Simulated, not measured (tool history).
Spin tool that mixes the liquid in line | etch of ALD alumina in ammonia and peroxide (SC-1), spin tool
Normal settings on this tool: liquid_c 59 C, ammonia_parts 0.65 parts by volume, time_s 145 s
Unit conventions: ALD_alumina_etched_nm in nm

run    hour  liquid_c  ammonia_parts  time_s  read-back film thickness of the ALD alumina reference wafer, read on the same gauge (nm)  ALD_alumina_etched_nm
  1       0        59           0.65     145                                                                                        50                  12.62
  2    51.7        59           0.65     145                                                                                        50                   12.5
  3    90.3        59           0.65      90                                                                                     50.01                   7.91
  4   131.9        59            0.8     145                                                                                     50.01                  12.97
  5   237.6      53.5           0.65     145                                                                                        50                   9.38
      246.3  -- new drum of ammonia solution connected
      294.3  -- heated supply line repaired
  6   328.8        53           0.65     145                                                                                        50                   9.41
      531.8  -- ammonia flow meter replaced
  7   596.2        59           0.65     145                                                                                     50.01                  12.93
      624.4  -- gauge calibrated
  8   664.4        59           0.35     145                                                                                        50                  12.18
  9   740.2        66           0.55      70                                                                                     49.99                   8.78
 10     795        59           0.65      85                                                                                     49.99                   7.57
 11     897      50.5           0.65     145                                                                                     49.98                   8.26
 12   963.5        68            0.8      90                                                                                     50.02                  12.94
      987.9  -- new drum of ammonia solution connected
 13  1070.8        67           0.45     145                                                                                     49.99                  18.69
 14  1129.2        64           0.65     145                                                                                     49.99                  16.55
 15  1213.2      63.5           0.65     145                                                                                        50                  16.09
     1222.5  -- thermometer replaced
     1267.3  -- ammonia flow meter replaced
 16  1300.2      68.5           0.55     175                                                                                     49.99                  24.71
 17    1394        55           0.45     200                                                                                     49.99                  13.69
 18    1438        59           0.65     145                                                                                        50                  12.81
 19  1514.3        59           0.45     145                                                                                     49.98                  12.52
 20    1558        59           0.65     145                                                                                     49.99                  12.87
 21  1608.7        59            0.9     145                                                                                     50.02                  13.27
 22  1708.8      51.5            0.4      65                                                                                     50.02                   3.68

Run 23, settings as shown, results not yet in. Your forecast:
     1716.3  -- new drum of ammonia solution connected
 23  1750        59           0.65      75                                                                                         ?                      ?

Run 23 came out at read-back film thickness of the ALD alumina reference wafer, read on the same gauge (nm) 50.03, ALD_alumina_etched_nm 6.61 nm.
If the tool had no hidden condition, the same run with the same run-to-run variation would have returned ALD_alumina_etched_nm 6.74 nm.
